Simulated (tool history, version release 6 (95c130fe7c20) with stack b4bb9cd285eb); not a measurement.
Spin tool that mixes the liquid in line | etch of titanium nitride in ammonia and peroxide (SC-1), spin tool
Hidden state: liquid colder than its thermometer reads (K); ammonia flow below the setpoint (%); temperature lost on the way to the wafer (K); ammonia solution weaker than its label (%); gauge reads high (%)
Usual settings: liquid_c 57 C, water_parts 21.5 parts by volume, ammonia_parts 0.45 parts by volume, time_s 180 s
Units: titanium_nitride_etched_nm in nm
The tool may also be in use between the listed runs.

| run | hour | liquid_c | water_parts | ammonia_parts | time_s | wafers since the last listed run | hours since the thermometer was replaced | hours since the ammonia flow meter was replaced | hours since the heated supply line was repaired | hours since the drum of ammonia solution was connected | hours since the gauge calibration | read-back film thickness of the titanium nitride reference wafer, read on the same gauge (nm) | titanium_nitride_etched_nm |
|---|---|---|---|---|---|---|---|---|---|---|---|---|---|
| 1 | 0 | 52.5 | 21.5 | 0.6 | 180 | 0 | 1885.9 | 1474.8 | 1792 | 179.2 | 2456.9 | 110 | 6.83 |
| 2 | 54.2 | 61.5 | 21.5 | 0.35 | 80 | 337 | 1940.1 | 1529 | 1846.2 | 233.4 | 2511.1 | 110.02 | 5.03 |
|  | 91.1 | thermometer replaced |
| 3 | 124.2 | 57 | 21.5 | 0.45 | 180 | 429 | 33.1 | 1599 | 1916.2 | 303.4 | 2581.1 | 109.99 | 9.19 |
| 4 | 165.1 | 57 | 21.5 | 0.45 | 180 | 254 | 74 | 1639.9 | 1957.1 | 344.3 | 2622 | 110.02 | 9.18 |
| 5 | 268.8 | 66 | 21.5 | 0.5 | 180 | 646 | 177.7 | 1743.6 | 2060.8 | 448 | 2725.7 | 109.98 | 16.8 |
| 6 | 354.5 | 54 | 21.5 | 0.45 | 180 | 533 | 263.4 | 1829.3 | 2146.5 | 533.7 | 2811.4 | 110 | 7.48 |
| 7 | 391.6 | 57 | 21.5 | 0.45 | 180 | 231 | 300.5 | 1866.4 | 2183.6 | 570.8 | 2848.5 | 109.99 | 9 |
|  | 415.6 | gauge calibrated |
| 8 | 456.2 | 48 | 11 | 0.55 | 80 | 402 | 365.1 | 1931 | 2248.2 | 635.4 | 40.6 | 109.96 | 3.15 |
| 9 | 546.6 | 57 | 21.5 | 0.65 | 275 | 563 | 455.5 | 2021.4 | 2338.6 | 725.8 | 131 | 110.02 | 14.22 |
| 10 | 593.7 | 48.5 | 21.5 | 0.45 | 180 | 293 | 502.6 | 2068.5 | 2385.7 | 772.9 | 178.1 | 109.98 | 4.93 |
|  | 609.2 | heated supply line repaired |
|  | 611.7 | ammonia flow meter replaced |
| 11 | 696.1 | 64.5 | 21.5 | 0.45 | 180 | 625 | 605 | 84.4 | 86.9 | 875.3 | 280.5 | 110.01 | 15.92 |
| 12 | 751 | 57 | 24.5 | 0.45 | 180 | 342 | 659.9 | 139.3 | 141.8 | 930.2 | 335.4 | 109.98 | 9.15 |
| 13 | 809.2 | 57 | 21.5 | 0.45 | 180 | 362 | 718.1 | 197.5 | 200 | 988.4 | 393.6 | 109.95 | 9.7 |
| 14 | 880.9 | 57 | 21.5 | 0.25 | 180 | 446 | 789.8 | 269.2 | 271.7 | 1060.1 | 465.3 | 109.98 | 8.64 |
| 15 | 942.6 | 57 | 21.5 | 0.6 | 95 | 384 | 851.5 | 330.9 | 333.4 | 1121.8 | 527 | 109.98 | 5.33 |
|  | 1034 | new drum of ammonia solution connected |
| 16 | 1043.2 | 47.5 | 11.5 | 0.4 | 85 | 620 | 952.1 | 431.5 | 434 | 9.2 | 627.6 | 110.01 | 3.3 |
| 17 | 1144.9 | 57 | 21.5 | 0.4 | 180 | 633 | 1053.8 | 533.2 | 535.7 | 110.9 | 729.3 | 110.01 | 9.22 |
| 18 | 1211.9 | 63 | 16 | 0.5 | 265 | 417 | 1120.8 | 600.2 | 602.7 | 177.9 | 796.3 | 110 | 25.08 |
| 19 | 1291 | 57 | 21.5 | 0.45 | 180 | 492 | 1199.9 | 679.3 | 681.8 | 257 | 875.4 | 109.97 | 9.39 |
| 20 | 1384.2 | 53 | 21.5 | 0.45 | 180 | 580 | 1293.1 | 772.5 | 775 | 350.2 | 968.6 | 109.99 | 6.91 |
| 21 | 1477.1 | 61 | 21.5 | 0.35 | 70 | 578 | 1386 | 865.4 | 867.9 | 443.1 | 1061.5 | 109.97 | 4.45 |
| 22 | 1566.9 | 64 | 16 | 0.5 | 290 | 559 | 1475.8 | 955.2 | 957.7 | 532.9 | 1151.3 | 109.99 | 28.32 |
| 23 | 1651.5 | 57 | 14.5 | 0.3 | 235 | 527 | 1560.4 | 1039.8 | 1042.3 | 617.5 | 1235.9 | 110 | 13.67 |
| 24 | 1721.7 | 57 | 15 | 0.45 | 180 | 437 | 1630.6 | 1110 | 1112.5 | 687.7 | 1306.1 | 110.02 | 10.8 |
| 25 | 1828.3 | 65.5 | 28 | 0.45 | 95 | 664 | 1737.2 | 1216.6 | 1219.1 | 794.3 | 1412.7 | 109.99 | 7.11 |

3 ways to go on from here, each from the tool as it stands after run 25. What would each give?
| A | 1828.8 | 57 | 29.5 | 0.45 | 180 | 3 | 1737.7 | 1217.1 | 1219.6 | 794.8 | 1413.2 | ? | ? |
| B | 1828.8 | 57 | 21.5 | 0.45 | 250 | 3 | 1737.7 | 1217.1 | 1219.6 | 794.8 | 1413.2 | ? | ? |
| C | 1828.8 | 62.5 | 17 | 0.3 | 220 | 3 | 1737.7 | 1217.1 | 1219.6 | 794.8 | 1413.2 | ? | ? |

| run | read-back film thickness of the titanium nitride reference wafer, read on the same gauge (nm) | titanium_nitride_etched_nm |
|---|---|---|
| A | 109.99 | 7.43 |
| B | 109.99 | 12.35 |
| C | 109.99 | 16.54 |
Without the tool's hidden state the same runs would have given:
| run | titanium_nitride_etched_nm |
|---|---|
| A | 8.47 |
| B | 14.07 |
| C | 18.76 |

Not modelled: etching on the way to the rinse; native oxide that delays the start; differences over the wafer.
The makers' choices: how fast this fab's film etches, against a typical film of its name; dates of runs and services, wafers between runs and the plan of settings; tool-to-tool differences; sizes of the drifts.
